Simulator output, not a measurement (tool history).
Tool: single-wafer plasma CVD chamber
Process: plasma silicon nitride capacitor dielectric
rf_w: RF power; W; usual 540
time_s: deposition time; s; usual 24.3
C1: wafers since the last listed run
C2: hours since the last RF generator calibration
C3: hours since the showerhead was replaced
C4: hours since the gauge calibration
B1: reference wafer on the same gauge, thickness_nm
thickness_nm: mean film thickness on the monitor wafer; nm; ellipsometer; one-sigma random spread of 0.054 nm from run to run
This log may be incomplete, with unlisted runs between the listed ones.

{"run": 1, "hour": 0.0, "rf_w": 540, "time_s": 24.3, "C1": 0, "C2": 2316.1, "C3": 5511.4, "C4": 133.3, "B1": 37.573, "thickness_nm": 35.96}
{"run": 2, "hour": 49.1, "rf_w": 540, "time_s": 24.3, "C1": 1264, "C2": 2365.2, "C3": 5560.5, "C4": 182.4, "B1": 37.525, "thickness_nm": 35.752}
{"run": 3, "hour": 58.3, "rf_w": 470, "time_s": 25.5, "C1": 236, "C2": 2374.4, "C3": 5569.7, "C4": 191.6, "B1": 37.498, "thickness_nm": 36.238}
{"run": 4, "hour": 69.9, "rf_w": 470, "time_s": 25.5, "C1": 298, "C2": 2386, "C3": 5581.3, "C4": 203.2, "B1": 37.478, "thickness_nm": 36.261}
{"run": 5, "hour": 80.0, "rf_w": 615, "time_s": 24.3, "C1": 260, "C2": 2396.1, "C3": 5591.4, "C4": 213.3, "B1": 37.459, "thickness_nm": 37.182}
{"run": 6, "hour": 93.5, "rf_w": 615, "time_s": 24.3, "C1": 347, "C2": 2409.6, "C3": 5604.9, "C4": 226.8, "B1": 37.45, "thickness_nm": 37.118}
{"run": 7, "hour": 109.2, "rf_w": 615, "time_s": 24.3, "C1": 404, "C2": 2425.3, "C3": 5620.6, "C4": 242.5, "B1": 37.434, "thickness_nm": 37.155}
{"run": 8, "hour": 121.7, "rf_w": 540, "time_s": 24.3, "C1": 321, "C2": 2437.8, "C3": 5633.1, "C4": 255, "B1": 37.421, "thickness_nm": 35.796}
{"hour": 126.1, "done": "gauge calibrated"}
{"run": 9, "hour": 130.3, "rf_w": 605, "time_s": 28.1, "C1": 221, "C2": 2446.4, "C3": 5641.7, "C4": 4.2, "B1": 37.778, "thickness_nm": 43.16}
{"run": 10, "hour": 136.6, "rf_w": 540, "time_s": 24.3, "C1": 162, "C2": 2452.7, "C3": 5648, "C4": 10.5, "B1": 37.753, "thickness_nm": 36.1}
{"run": 11, "hour": 149.1, "rf_w": 455, "time_s": 27.3, "C1": 321, "C2": 2465.2, "C3": 5660.5, "C4": 23, "B1": 37.748, "thickness_nm": 38.661}
{"run": 12, "hour": 157.7, "rf_w": 450, "time_s": 21.8, "C1": 221, "C2": 2473.8, "C3": 5669.1, "C4": 31.6, "B1": 37.73, "thickness_nm": 30.674}
{"hour": 172.2, "done": "RF generator calibrated"}
{"hour": 192.7, "done": "showerhead replaced"}
{"run": 13, "hour": 203.5, "rf_w": 615, "time_s": 29, "C1": 767, "C2": 31.3, "C3": 10.8, "C4": 77.4, "B1": 37.662, "thickness_nm": 44.575}
{"run": 14, "hour": 220.6, "rf_w": 440, "time_s": 20.2, "C1": 440, "C2": 48.4, "C3": 27.9, "C4": 94.5, "B1": 37.666, "thickness_nm": 28.222}
{"run": 15, "hour": 236.5, "rf_w": 625, "time_s": 22.3, "C1": 409, "C2": 64.3, "C3": 43.8, "C4": 110.4, "B1": 37.62, "thickness_nm": 34.427}
{"run": 16, "hour": 247.4, "rf_w": 540, "time_s": 24.3, "C1": 280, "C2": 75.2, "C3": 54.7, "C4": 121.3, "B1": 37.608, "thickness_nm": 36.028}
{"run": 17, "hour": 255.0, "rf_w": 440, "time_s": 25.6, "C1": 195, "C2": 82.8, "C3": 62.3, "C4": 128.9, "B1": 37.579, "thickness_nm": 35.768}

What if the next run were any one of these 3? Each begins from the tool's condition after run 17:
{"run": "A", "hour": 255.4, "rf_w": 540, "time_s": 22.1, "C1": 10, "C2": 83.2, "C3": 62.7, "C4": 129.3, "B1": "?", "thickness_nm": "?"}
{"run": "B", "hour": 255.4, "rf_w": 595, "time_s": 20.2, "C1": 10, "C2": 83.2, "C3": 62.7, "C4": 129.3, "B1": "?", "thickness_nm": "?"}
{"run": "C", "hour": 255.4, "rf_w": 440, "time_s": 19.7, "C1": 10, "C2": 83.2, "C3": 62.7, "C4": 129.3, "B1": "?", "thickness_nm": "?"}

run=A B1=37.603 thickness_nm=32.647
run=B B1=37.603 thickness_nm=30.679
run=C B1=37.603 thickness_nm=27.461
With no hidden state in the tool, these same runs would have given:
run=A thickness_nm=32.826
run=B thickness_nm=30.847
run=C thickness_nm=27.611

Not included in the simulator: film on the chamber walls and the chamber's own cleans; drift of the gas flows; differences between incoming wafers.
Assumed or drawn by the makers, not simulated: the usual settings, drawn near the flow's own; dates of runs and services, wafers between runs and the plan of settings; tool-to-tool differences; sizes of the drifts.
